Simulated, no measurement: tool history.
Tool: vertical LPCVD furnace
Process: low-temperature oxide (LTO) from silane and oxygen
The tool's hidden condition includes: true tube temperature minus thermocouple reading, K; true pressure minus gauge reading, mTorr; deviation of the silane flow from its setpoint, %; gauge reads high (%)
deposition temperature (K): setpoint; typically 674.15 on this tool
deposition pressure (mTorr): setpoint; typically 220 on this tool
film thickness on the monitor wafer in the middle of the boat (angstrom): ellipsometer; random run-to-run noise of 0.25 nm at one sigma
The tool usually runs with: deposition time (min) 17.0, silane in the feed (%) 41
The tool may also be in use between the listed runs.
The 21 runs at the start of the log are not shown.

run	day	deposition temperature (K)	deposition pressure (mTorr)	deposition time (min)	silane in the feed (%)	wafers since the last listed run	hours since the last temperature calibration	hours since the pressure gauge was zeroed	hours since the silane flow controller was replaced	hours since the gauge calibration	read-back reference wafer on the same gauge, thickness	film thickness on the monitor wafer in the middle of the boat (angstrom)
22	11.712	677.15	245	17.0	43	263	44.9	221.1	140.6	316.3	147.01	2071.0
23	12.012	674.15	220	22.5	41	156	52.1	228.3	147.8	323.5	147.01	2262.5
24	12.450	665.15	275	11.0	47	228	62.6	238.8	158.3	334.0	146.99	1447.1
25	12.758	674.15	180	15.0	38	161	70.0	246.2	165.7	341.4	146.98	1123.5
26	13.129	680.15	180	17.0	41	194	78.9	255.1	174.6	350.3	146.97	1491.7
27	13.529	663.15	220	17.0	41	209	88.5	264.7	184.2	359.9	147.05	1507.8
28	13.925	674.15	220	17.0	41	207	98.0	274.2	193.7	369.4	147.03	1713.7
29	14.212	674.15	220	17.0	41	150	104.9	281.1	200.6	376.3	147.03	1709.2
30	14.625	662.15	175	17.0	41	215	114.8	291.0	210.5	386.2	147.06	1192.5
31	15.125	674.15	170	19.0	48	261	126.8	303.0	222.5	398.2	147.01	1745.3

4 options for the next run, each taken on its own from the tool as it stands now. Forecast them:
A	15.271	674.15	220	17.0	41	76	130.3	306.5	226.0	401.7	?	?
B	15.271	674.15	220	17.0	39	76	130.3	306.5	226.0	401.7	?	?
C	15.271	674.15	220	17.0	48	76	130.3	306.5	226.0	401.7	?	?
D	15.271	674.15	165	17.0	41	76	130.3	306.5	226.0	401.7	?	?

run	read-back reference wafer on the same gauge, thickness	film thickness on the monitor wafer in the middle of the boat (angstrom)
A	147.00	1708.4
B	147.00	1610.0
C	147.00	2011.7
D	147.00	1283.7
Without the tool's hidden state the same runs would have given:
run	film thickness on the monitor wafer in the middle of the boat (angstrom)
A	1693.3
B	1595.7
C	1994.3
D	1270.0

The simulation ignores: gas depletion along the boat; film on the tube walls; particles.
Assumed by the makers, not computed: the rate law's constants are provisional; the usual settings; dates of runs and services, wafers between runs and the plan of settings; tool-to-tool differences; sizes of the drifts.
